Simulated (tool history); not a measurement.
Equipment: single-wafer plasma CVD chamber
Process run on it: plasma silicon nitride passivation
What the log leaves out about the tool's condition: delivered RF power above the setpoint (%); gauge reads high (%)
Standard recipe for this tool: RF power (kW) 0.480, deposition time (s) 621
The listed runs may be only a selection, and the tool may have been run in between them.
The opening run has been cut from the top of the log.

| run | hour | RF power (kW) | deposition time (s) | wafers since the last listed run | hours since the last RF generator calibration | hours since the showerhead was replaced | hours since the gauge calibration | read-back reference wafer on the same gauge, thickness_nm | mean film thickness on the monitor wafer (angstrom) |
|---|---|---|---|---|---|---|---|---|---|
| 2 | 27.5 | 0.480 | 621 | 69 | 954.3 | 4370.2 | 800.2 | 782.244 | 9456.13 |
| 3 | 72.9 | 0.480 | 659 | 115 | 999.7 | 4415.6 | 845.6 | 782.572 | 10095.62 |
| 4 | 105.7 | 0.480 | 659 | 83 | 1032.5 | 4448.4 | 878.4 | 784.017 | 10086.59 |
| 5 | 134.5 | 0.480 | 659 | 73 | 1061.3 | 4477.2 | 907.2 | 780.924 | 10055.55 |
| 6 | 189.9 | 0.480 | 621 | 140 | 1116.7 | 4532.6 | 962.6 | 782.471 | 9569.09 |
| 7 | 232.6 | 0.480 | 621 | 108 | 1159.4 | 4575.3 | 1005.3 | 780.591 | 9562.36 |
| 8 | 269.9 | 0.480 | 621 | 94 | 1196.7 | 4612.6 | 1042.6 | 780.402 | 9537.21 |
| 9 | 315.7 | 0.425 | 621 | 116 | 1242.5 | 4658.4 | 1088.4 | 780.326 | 9061.95 |
| 10 | 363.7 | 0.425 | 621 | 121 | 1290.5 | 4706.4 | 1136.4 | 781.789 | 9087.92 |
| 11 | 400.1 | 0.425 | 621 | 92 | 1326.9 | 4742.8 | 1172.8 | 781.634 | 9185.84 |
| 12 | 429.1 | 0.555 | 716 | 73 | 1355.9 | 4771.8 | 1201.8 | 782.733 | 11469.46 |
| 13 | 499.6 | 0.555 | 716 | 179 | 1426.4 | 4842.3 | 1272.3 | 781.362 | 11463.48 |
|  | 531.9 | showerhead replaced |
|  | 554.9 | RF generator calibrated |
| 14 | 566.9 | 0.430 | 621 | 130 | 12.0 | 35.0 | 1339.6 | 781.293 | 9366.22 |
| 15 | 636.0 | 0.430 | 621 | 175 | 81.1 | 104.1 | 1408.7 | 782.261 | 9311.45 |
| 16 | 682.2 | 0.430 | 621 | 117 | 127.3 | 150.3 | 1454.9 | 781.937 | 9307.66 |
| 17 | 722.2 | 0.480 | 621 | 101 | 167.3 | 190.3 | 1494.9 | 781.682 | 9579.99 |
|  | 762.0 | gauge calibrated |
| 18 | 767.8 | 0.410 | 621 | 115 | 212.9 | 235.9 | 5.8 | 781.679 | 9201.64 |
| 19 | 821.4 | 0.480 | 670 | 136 | 266.5 | 289.5 | 59.4 | 781.582 | 10489.68 |

Estimate the outcome of run 20 from the log above:
| 20 | 864.0 | 0.425 | 621 | 108 | 309.1 | 332.1 | 102.0 | ? | ? |

{"run 20": {"read-back reference wafer on the same gauge, thickness_nm": 781.083, "mean film thickness on the monitor wafer (angstrom)": 9263.35}}
Were there no unlogged condition in the tool, this run, its random variation unchanged, would have produced mean film thickness on the monitor wafer (angstrom) 9271.47.
